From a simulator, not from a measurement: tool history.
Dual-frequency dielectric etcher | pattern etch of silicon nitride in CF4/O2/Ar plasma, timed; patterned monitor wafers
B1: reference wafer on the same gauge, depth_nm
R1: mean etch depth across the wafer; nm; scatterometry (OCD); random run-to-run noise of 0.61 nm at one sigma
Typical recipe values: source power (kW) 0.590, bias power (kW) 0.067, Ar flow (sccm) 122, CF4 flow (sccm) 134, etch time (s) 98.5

{"run": 1, "hour": 0.0, "source power (kW)": 0.59, "bias power (kW)": 0.067, "Ar flow (sccm)": 122, "CF4 flow (sccm)": 134, "etch time (s)": 98.5, "B1": 265.9, "R1": 247.6}
{"run": 2, "hour": 25.9, "source power (kW)": 0.59, "bias power (kW)": 0.067, "Ar flow (sccm)": 122, "CF4 flow (sccm)": 134, "etch time (s)": 98.5, "B1": 266.0, "R1": 246.6}
{"run": 3, "hour": 56.5, "source power (kW)": 0.59, "bias power (kW)": 0.067, "Ar flow (sccm)": 122, "CF4 flow (sccm)": 134, "etch time (s)": 98.5, "B1": 266.1, "R1": 246.2}
{"run": 4, "hour": 113.4, "source power (kW)": 0.59, "bias power (kW)": 0.067, "Ar flow (sccm)": 122, "CF4 flow (sccm)": 134, "etch time (s)": 98.5, "B1": 266.1, "R1": 247.7}
{"run": 5, "hour": 165.5, "source power (kW)": 0.59, "bias power (kW)": 0.067, "Ar flow (sccm)": 122, "CF4 flow (sccm)": 134, "etch time (s)": 98.5, "B1": 266.0, "R1": 246.8}
{"run": 6, "hour": 198.7, "source power (kW)": 0.59, "bias power (kW)": 0.067, "Ar flow (sccm)": 122, "CF4 flow (sccm)": 134, "etch time (s)": 98.5, "B1": 266.0, "R1": 245.2}
{"run": 7, "hour": 237.6, "source power (kW)": 0.59, "bias power (kW)": 0.067, "Ar flow (sccm)": 122, "CF4 flow (sccm)": 134, "etch time (s)": 98.5, "B1": 266.0, "R1": 246.8}
{"run": 8, "hour": 270.0, "source power (kW)": 0.59, "bias power (kW)": 0.067, "Ar flow (sccm)": 122, "CF4 flow (sccm)": 149, "etch time (s)": 98.5, "B1": 266.1, "R1": 249.2}
{"hour": 297.8, "done": "wet clean of the chamber"}
{"run": 9, "hour": 319.5, "source power (kW)": 0.59, "bias power (kW)": 0.067, "Ar flow (sccm)": 140, "CF4 flow (sccm)": 134, "etch time (s)": 98.5, "B1": 266.0, "R1": 242.0}
{"hour": 324.8, "done": "gauge calibrated"}
{"run": 10, "hour": 352.7, "source power (kW)": 0.59, "bias power (kW)": 0.067, "Ar flow (sccm)": 140, "CF4 flow (sccm)": 134, "etch time (s)": 98.5, "B1": 266.1, "R1": 241.0}
{"run": 11, "hour": 412.6, "source power (kW)": 0.5, "bias power (kW)": 0.055, "Ar flow (sccm)": 94, "CF4 flow (sccm)": 119, "etch time (s)": 98.5, "B1": 266.0, "R1": 213.4}
{"hour": 444.7, "done": "CF4 flow controller replaced"}
{"hour": 467.2, "done": "bias power generator calibrated"}
{"run": 12, "hour": 481.5, "source power (kW)": 0.59, "bias power (kW)": 0.076, "Ar flow (sccm)": 122, "CF4 flow (sccm)": 115, "etch time (s)": 98.5, "B1": 266.0, "R1": 252.2}
{"hour": 525.4, "done": "source power generator calibrated"}
{"run": 13, "hour": 533.2, "source power (kW)": 0.49, "bias power (kW)": 0.073, "Ar flow (sccm)": 122, "CF4 flow (sccm)": 119, "etch time (s)": 122.0, "B1": 266.0, "R1": 273.6}
{"run": 14, "hour": 583.6, "source power (kW)": 0.44, "bias power (kW)": 0.067, "Ar flow (sccm)": 122, "CF4 flow (sccm)": 145, "etch time (s)": 98.5, "B1": 266.0, "R1": 205.8}
{"hour": 596.3, "done": "Ar flow controller replaced"}
{"run": 15, "hour": 609.7, "source power (kW)": 0.59, "bias power (kW)": 0.067, "Ar flow (sccm)": 104, "CF4 flow (sccm)": 134, "etch time (s)": 98.5, "B1": 266.1, "R1": 251.5}
{"hour": 636.2, "done": "upper electrode replaced"}
{"run": 16, "hour": 668.1, "source power (kW)": 0.59, "bias power (kW)": 0.067, "Ar flow (sccm)": 94, "CF4 flow (sccm)": 134, "etch time (s)": 98.5, "B1": 266.0, "R1": 255.1}
{"hour": 716.4, "done": "wet clean of the chamber"}
{"run": 17, "hour": 716.9, "source power (kW)": 0.59, "bias power (kW)": 0.083, "Ar flow (sccm)": 122, "CF4 flow (sccm)": 134, "etch time (s)": 98.5, "B1": 266.0, "R1": 263.5}
{"run": 18, "hour": 723.3, "source power (kW)": 0.53, "bias power (kW)": 0.067, "Ar flow (sccm)": 122, "CF4 flow (sccm)": 134, "etch time (s)": 98.5, "B1": 265.8, "R1": 228.6}
{"run": 19, "hour": 783.4, "source power (kW)": 0.59, "bias power (kW)": 0.067, "Ar flow (sccm)": 122, "CF4 flow (sccm)": 134, "etch time (s)": 98.5, "B1": 266.0, "R1": 247.5}
{"run": 20, "hour": 820.8, "source power (kW)": 0.59, "bias power (kW)": 0.067, "Ar flow (sccm)": 102, "CF4 flow (sccm)": 134, "etch time (s)": 98.5, "B1": 265.9, "R1": 253.3}
{"hour": 849.6, "done": "gauge calibrated"}
{"run": 21, "hour": 850.6, "source power (kW)": 0.59, "bias power (kW)": 0.067, "Ar flow (sccm)": 122, "CF4 flow (sccm)": 134, "etch time (s)": 98.5, "B1": 266.1, "R1": 246.6}

Below are 4 alternative next runs, each starting from the tool's condition after run 21. Predict each:
{"run": "A", "hour": 851.0, "source power (kW)": 0.59, "bias power (kW)": 0.067, "Ar flow (sccm)": 99, "CF4 flow (sccm)": 134, "etch time (s)": 98.5, "B1": "?", "R1": "?"}
{"run": "B", "hour": 851.0, "source power (kW)": 0.59, "bias power (kW)": 0.067, "Ar flow (sccm)": 122, "CF4 flow (sccm)": 123, "etch time (s)": 89.5, "B1": "?", "R1": "?"}
{"run": "C", "hour": 851.0, "source power (kW)": 0.7, "bias power (kW)": 0.067, "Ar flow (sccm)": 130, "CF4 flow (sccm)": 134, "etch time (s)": 114.5, "B1": "?", "R1": "?"}
{"run": "D", "hour": 851.0, "source power (kW)": 0.59, "bias power (kW)": 0.061, "Ar flow (sccm)": 122, "CF4 flow (sccm)": 161, "etch time (s)": 98.5, "B1": "?", "R1": "?"}

run=A B1=266.0 R1=254.5
run=B B1=266.0 R1=222.5
run=C B1=266.0 R1=320.7
run=D B1=266.0 R1=245.9
Take away the tool's hidden state, keep each run's random variation, and the runs would have read:
run=A R1=254.5
run=B R1=222.5
run=C R1=320.7
run=D R1=245.9
